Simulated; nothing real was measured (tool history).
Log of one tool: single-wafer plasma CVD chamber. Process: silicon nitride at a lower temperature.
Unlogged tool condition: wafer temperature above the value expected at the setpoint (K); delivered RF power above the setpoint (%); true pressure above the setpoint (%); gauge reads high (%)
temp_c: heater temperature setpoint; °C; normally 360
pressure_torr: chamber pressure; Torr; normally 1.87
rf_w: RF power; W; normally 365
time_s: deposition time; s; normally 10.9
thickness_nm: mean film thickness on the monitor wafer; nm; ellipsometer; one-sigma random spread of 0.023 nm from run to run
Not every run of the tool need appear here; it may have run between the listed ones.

| run | hour | temp_c | pressure_torr | rf_w | time_s | wafers since the last listed run | hours since the last thermocouple change | hours since the last RF generator calibration | hours since the last manometer calibration | hours since the showerhead was replaced | hours since the gauge calibration | read-back reference wafer on the same gauge, thickness_nm | thickness_nm |
|---|---|---|---|---|---|---|---|---|---|---|---|---|---|
| 1 | 0 | 360 | 1.87 | 365 | 10.9 | 0 | 2323.4 | 1684.4 | 1693.1 | 2682.7 | 189.6 | 16.797 | 14.898 |
| 2 | 8.6 | 360 | 1.87 | 365 | 10.9 | 223 | 2332 | 1693 | 1701.7 | 2691.3 | 198.2 | 16.803 | 14.912 |
| 3 | 26.4 | 360 | 1.87 | 365 | 10.9 | 462 | 2349.8 | 1710.8 | 1719.5 | 2709.1 | 216 | 16.808 | 14.878 |
| 4 | 38.4 | 360 | 1.87 | 365 | 10.9 | 311 | 2361.8 | 1722.8 | 1731.5 | 2721.1 | 228 | 16.798 | 14.89 |
| 5 | 55.1 | 360 | 1.87 | 365 | 10.9 | 433 | 2378.5 | 1739.5 | 1748.2 | 2737.8 | 244.7 | 16.794 | 14.848 |
| 6 | 65.5 | 360 | 1.87 | 310 | 10.9 | 269 | 2388.9 | 1749.9 | 1758.6 | 2748.2 | 255.1 | 16.797 | 13.557 |
|  | 77.9 | gauge calibrated |
|  | 79.4 | RF generator calibrated |
| 7 | 79.9 | 360 | 1.87 | 365 | 11.4 | 166 | 2403.3 | 0.5 | 1773 | 2762.6 | 2 | 16.804 | 16.364 |
| 8 | 93.3 | 360 | 2.05 | 365 | 10.9 | 347 | 2416.7 | 13.9 | 1786.4 | 2776 | 15.4 | 16.801 | 15.956 |
| 9 | 103.1 | 360 | 2.05 | 365 | 10.9 | 254 | 2426.5 | 23.7 | 1796.2 | 2785.8 | 25.2 | 16.796 | 15.993 |
|  | 111.7 | showerhead replaced, of another model than before |
| 10 | 112.4 | 360 | 2.12 | 400 | 9.8 | 33 | 2435.8 | 33 | 1805.5 | 0.7 | 34.5 | 16.797 | 14.899 |
| 11 | 122.9 | 360 | 1.87 | 365 | 10.9 | 272 | 2446.3 | 43.5 | 1816 | 11.2 | 45 | 16.802 | 15.601 |
|  | 141.6 | capacitance manometer re-zeroed and calibrated |
| 12 | 155.7 | 371 | 2.2 | 320 | 10.9 | 643 | 2479.1 | 76.3 | 14.1 | 44 | 77.8 | 16.798 | 15.161 |
|  | 169.7 | thermocouple changed; heater temperature recalibrated |
| 13 | 170.2 | 346 | 1.51 | 390 | 12 | 168 | 0.5 | 90.8 | 28.6 | 58.5 | 92.3 | 16.795 | 17.051 |
| 14 | 174.6 | 350 | 1.87 | 365 | 10.9 | 114 | 4.9 | 95.2 | 33 | 62.9 | 96.7 | 16.798 | 15.625 |

Predict the results of run 15:
| 15 | 188.6 | 360 | 1.87 | 365 | 10.9 | 363 | 18.9 | 109.2 | 47 | 76.9 | 110.7 | ? | ? |

{"run 15": {"read-back reference wafer on the same gauge, thickness_nm": 16.798, "thickness_nm": 15.549}}
The same run, on a tool lacking any hidden state, would have yielded thickness_nm 15.647 nm.
